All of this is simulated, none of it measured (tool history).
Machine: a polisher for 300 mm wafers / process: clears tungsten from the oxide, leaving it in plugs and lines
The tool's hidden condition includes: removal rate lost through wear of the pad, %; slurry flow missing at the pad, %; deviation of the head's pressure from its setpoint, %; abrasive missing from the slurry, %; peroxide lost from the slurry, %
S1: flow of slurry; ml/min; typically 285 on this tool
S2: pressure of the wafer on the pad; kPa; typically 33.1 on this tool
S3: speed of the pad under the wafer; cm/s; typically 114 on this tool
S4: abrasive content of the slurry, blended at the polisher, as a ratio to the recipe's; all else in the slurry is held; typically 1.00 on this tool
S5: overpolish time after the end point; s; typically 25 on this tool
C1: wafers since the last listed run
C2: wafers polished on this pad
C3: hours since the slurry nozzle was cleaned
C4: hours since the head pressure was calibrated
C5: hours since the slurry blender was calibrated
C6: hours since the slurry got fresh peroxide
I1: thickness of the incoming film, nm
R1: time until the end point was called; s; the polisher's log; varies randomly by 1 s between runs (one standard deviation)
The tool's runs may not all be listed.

run	hour	S1	S2	S3	S4	S5	C1	C2	C3	C4	C5	C6	I1	R1
1	0.0	285	33.1	114	1.00	25	0	71	120.0	499.0	396.4	35.9	555.0	86.0
# hour 10.3: slurry tank refilled with fresh slurry and peroxide
2	14.0	285	33.1	114	1.00	21	120	192	134.0	513.0	410.4	3.7	539.9	81.8
3	20.4	285	33.1	114	1.00	21	59	251	140.4	519.4	416.8	10.1	556.1	85.7
4	28.6	285	33.1	114	1.00	21	76	327	148.6	527.6	425.0	18.3	554.0	88.6
# hour 47.6: worn pad replaced by a new one
5	48.1	285	33.1	114	1.00	25	144	4	168.1	547.1	444.5	37.8	544.2	82.8
6	57.4	285	33.1	114	1.00	25	86	90	177.4	556.4	453.8	47.1	552.0	85.8
# hour 64.0: slurry tank refilled with fresh slurry and peroxide
7	64.5	240	33.1	114	1.00	25	56	147	184.5	563.5	460.9	0.5	547.6	88.0
# hour 69.8: head pressure recalibrated
8	70.7	240	33.1	114	1.00	25	39	186	190.7	0.9	467.1	6.7	549.6	87.8
# hour 82.4: slurry nozzle cleaned
9	85.2	285	33.1	114	1.00	25	125	312	2.8	15.4	481.6	21.2	540.2	88.8
# hour 97.2: worn pad replaced by a new one
# hour 97.8: slurry blender recalibrated
10	98.3	285	33.1	114	1.00	25	79	4	15.9	28.5	0.5	34.3	550.2	70.1
11	106.4	285	33.1	124	1.00	40	75	79	24.0	36.6	8.6	42.4	538.1	63.8
# hour 108.1: slurry tank refilled with fresh slurry and peroxide
12	116.2	285	33.1	114	1.00	25	81	161	33.8	46.4	18.4	8.1	546.7	70.4
13	126.4	250	22.1	114	1.00	25	94	256	44.0	56.6	28.6	18.3	558.3	116.3
14	140.3	285	24.8	148	1.25	25	129	385	57.9	70.5	42.5	32.2	554.1	74.5
15	149.5	285	33.1	102	1.00	25	85	471	67.1	79.7	51.7	41.4	546.5	85.8
# hour 155.1: slurry tank refilled with fresh slurry and peroxide
# hour 157.1: worn pad replaced by a new one
16	157.6	245	22.8	126	1.15	25	47	4	75.2	87.8	59.8	2.5	539.6	93.4
17	165.9	245	33.1	114	1.00	25	77	81	83.5	96.1	68.1	10.8	550.9	76.9
18	180.3	285	33.1	148	1.00	25	133	215	97.9	110.5	82.5	25.2	558.0	62.6
19	193.9	285	33.1	84	1.00	30	126	342	111.5	124.1	96.1	38.8	555.4	104.0

Predict each of these 5 candidate next runs independently; none follows another, all start after run 19:
A	194.3	285	33.1	114	1.00	10	3	345	111.9	124.5	96.5	39.2	555.5	?
B	194.3	225	29.0	84	1.00	20	3	345	111.9	124.5	96.5	39.2	555.5	?
C	194.3	285	33.1	114	0.85	18	3	345	111.9	124.5	96.5	39.2	555.5	?
D	194.3	285	33.1	114	0.90	25	3	345	111.9	124.5	96.5	39.2	555.5	?
E	194.3	285	33.1	86	1.00	14	3	345	111.9	124.5	96.5	39.2	555.5	?

run	R1
A	82.4
B	126.6
C	87.0
D	85.3
E	105.6
What these runs would have given with no unlogged condition in the tool:
run	R1
A	71.5
B	109.9
C	75.6
D	74.1
E	91.6
